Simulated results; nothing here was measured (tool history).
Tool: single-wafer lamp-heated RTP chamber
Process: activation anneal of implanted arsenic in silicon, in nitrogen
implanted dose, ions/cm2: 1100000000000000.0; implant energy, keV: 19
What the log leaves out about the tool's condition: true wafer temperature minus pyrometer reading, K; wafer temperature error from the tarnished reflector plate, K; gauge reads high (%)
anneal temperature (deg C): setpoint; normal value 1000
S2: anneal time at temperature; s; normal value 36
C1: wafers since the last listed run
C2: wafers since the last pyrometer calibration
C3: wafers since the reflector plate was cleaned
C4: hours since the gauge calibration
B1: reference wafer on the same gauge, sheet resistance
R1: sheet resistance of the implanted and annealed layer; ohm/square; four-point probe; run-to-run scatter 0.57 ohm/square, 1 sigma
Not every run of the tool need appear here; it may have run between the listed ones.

{"run": 1, "hour": 0.0, "anneal temperature (deg C)": 1000, "S2": 36, "C1": 0, "C2": 3697, "C3": 3672, "C4": 158.6, "B1": 113.88, "R1": 102.4}
{"hour": 26.7, "done": "pyrometer window cleaned and pyrometer calibrated"}
{"run": 2, "hour": 27.2, "anneal temperature (deg C)": 1000, "S2": 36, "C1": 284, "C2": 7, "C3": 3957, "C4": 185.8, "B1": 114.2, "R1": 106.6}
{"run": 3, "hour": 41.0, "anneal temperature (deg C)": 1000, "S2": 36, "C1": 204, "C2": 211, "C3": 4162, "C4": 199.6, "B1": 113.84, "R1": 105.93}
{"hour": 75.1, "done": "reflector plate cleaned"}
{"run": 4, "hour": 75.6, "anneal temperature (deg C)": 1000, "S2": 36, "C1": 394, "C2": 606, "C3": 6, "C4": 234.2, "B1": 114.03, "R1": 106.5}
{"run": 5, "hour": 89.4, "anneal temperature (deg C)": 1000, "S2": 36, "C1": 204, "C2": 811, "C3": 211, "C4": 248.0, "B1": 114.02, "R1": 106.45}
{"run": 6, "hour": 101.7, "anneal temperature (deg C)": 1000, "S2": 36, "C1": 182, "C2": 993, "C3": 394, "C4": 260.3, "B1": 113.71, "R1": 106.66}
{"run": 7, "hour": 120.8, "anneal temperature (deg C)": 1000, "S2": 36, "C1": 283, "C2": 1277, "C3": 677, "C4": 279.4, "B1": 113.99, "R1": 106.25}
{"run": 8, "hour": 153.4, "anneal temperature (deg C)": 1000, "S2": 36, "C1": 483, "C2": 1761, "C3": 1161, "C4": 312.0, "B1": 113.89, "R1": 104.82}
{"run": 9, "hour": 179.4, "anneal temperature (deg C)": 1000, "S2": 21, "C1": 385, "C2": 2146, "C3": 1547, "C4": 338.0, "B1": 113.85, "R1": 110.52}
{"run": 10, "hour": 192.5, "anneal temperature (deg C)": 1000, "S2": 21, "C1": 194, "C2": 2341, "C3": 1741, "C4": 351.1, "B1": 114.2, "R1": 110.86}
{"run": 11, "hour": 224.4, "anneal temperature (deg C)": 1000, "S2": 21, "C1": 473, "C2": 2814, "C3": 2215, "C4": 383.0, "B1": 113.95, "R1": 110.06}
{"run": 12, "hour": 242.0, "anneal temperature (deg C)": 1000, "S2": 36, "C1": 261, "C2": 3075, "C3": 2476, "C4": 400.6, "B1": 113.83, "R1": 103.75}
{"run": 13, "hour": 267.4, "anneal temperature (deg C)": 1000, "S2": 36, "C1": 376, "C2": 3452, "C3": 2853, "C4": 426.0, "B1": 113.9, "R1": 102.97}
{"hour": 290.3, "done": "pyrometer window cleaned and pyrometer calibrated"}
{"run": 14, "hour": 295.6, "anneal temperature (deg C)": 1000, "S2": 36, "C1": 299, "C2": 79, "C3": 3152, "C4": 454.2, "B1": 113.88, "R1": 106.61}
{"run": 15, "hour": 312.6, "anneal temperature (deg C)": 1000, "S2": 36, "C1": 252, "C2": 331, "C3": 3405, "C4": 471.2, "B1": 113.84, "R1": 106.4}
{"run": 16, "hour": 337.4, "anneal temperature (deg C)": 1000, "S2": 36, "C1": 368, "C2": 699, "C3": 3773, "C4": 496.0, "B1": 114.07, "R1": 106.67}
{"run": 17, "hour": 352.5, "anneal temperature (deg C)": 982, "S2": 21, "C1": 224, "C2": 923, "C3": 3997, "C4": 511.1, "B1": 113.84, "R1": 119.41}
{"hour": 366.9, "done": "reflector plate cleaned"}
{"run": 18, "hour": 370.5, "anneal temperature (deg C)": 1020, "S2": 15, "C1": 148, "C2": 1071, "C3": 53, "C4": 529.1, "B1": 114.01, "R1": 109.85}
{"run": 19, "hour": 403.7, "anneal temperature (deg C)": 986, "S2": 57, "C1": 492, "C2": 1564, "C3": 545, "C4": 562.3, "B1": 113.86, "R1": 105.03}
{"run": 20, "hour": 434.2, "anneal temperature (deg C)": 1000, "S2": 21, "C1": 452, "C2": 2017, "C3": 998, "C4": 592.8, "B1": 113.98, "R1": 111.97}

Run 21 is up next; what results do you expect?
{"hour": 451.1, "done": "gauge calibrated"}
{"run": 21, "hour": 465.7, "anneal temperature (deg C)": 976, "S2": 22, "C1": 467, "C2": 2484, "C3": 1465, "C4": 14.6, "B1": "?", "R1": "?"}

Run 21 gave B1 113.84, R1 118.62 ohm/square.
Had the tool carried no hidden state, the very same run would have given R1 120.98 ohm/square.
